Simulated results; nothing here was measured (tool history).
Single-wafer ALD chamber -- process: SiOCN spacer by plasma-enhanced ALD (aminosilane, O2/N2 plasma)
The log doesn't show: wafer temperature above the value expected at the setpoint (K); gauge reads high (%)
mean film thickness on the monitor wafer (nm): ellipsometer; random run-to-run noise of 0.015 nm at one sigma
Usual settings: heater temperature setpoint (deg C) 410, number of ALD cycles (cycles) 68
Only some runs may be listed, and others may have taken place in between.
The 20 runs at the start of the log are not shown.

run	hour	heater temperature setpoint (deg C)	number of ALD cycles (cycles)	wafers since the last listed run	hours since the last thermocouple change	hours since the gauge calibration	read-back reference wafer on the same gauge, thickness_nm	mean film thickness on the monitor wafer (nm)
21	1785.9	414	55	367	401.9	261.2	3.599	2.981
22	2074.4	405	77	1589	690.4	549.7	3.628	4.329
23	2181.5	410	72	590	797.5	656.8	3.638	4.006
24	2230.6	410	68	270	846.6	705.9	3.638	3.816
25	2301.8	410	68	392	917.8	777.1	3.648	3.782
26	2372.1	402	80	387	988.1	847.4	3.656	4.604
27	2417.9	401	77	252	1033.9	893.2	3.659	4.452
28	2490.1	410	68	397	1106.1	965.4	3.666	3.793
29	2592.6	422	68	564	1208.6	1067.9	3.676	3.693
30	2682.8	398	79	497	1298.8	1158.1	3.687	4.577
31	2720.9	417	55	209	1336.9	1196.2	3.688	3.050
32	2774.7	402	68	296	1390.7	1250.0	3.693	3.937
33	2882.0	410	62	591	1498.0	1357.3	3.703	3.504
34	2963.1	410	73	446	1579.1	1438.4	3.711	4.148
35	3061.1	419	78	539	1677.1	1536.4	3.721	4.301

5 options for the next run, each taken on its own from the tool as it stands now. Forecast them:
A	3061.6	410	68	2	1677.6	1536.9	?	?
B	3061.6	396	78	2	1677.6	1536.9	?	?
C	3061.6	424	57	2	1677.6	1536.9	?	?
D	3061.6	395	78	2	1677.6	1536.9	?	?
E	3061.6	396	68	2	1677.6	1536.9	?	?

run	read-back reference wafer on the same gauge, thickness_nm	mean film thickness on the monitor wafer (nm)
A	3.721	3.875
B	3.721	4.582
C	3.721	3.104
D	3.721	4.582
E	3.721	3.995
The same runs, with their run-to-run variation unchanged, on a tool lacking any hidden condition would have given:
run	mean film thickness on the monitor wafer (nm)
A	3.687
B	4.360
C	2.954
D	4.360
E	3.801
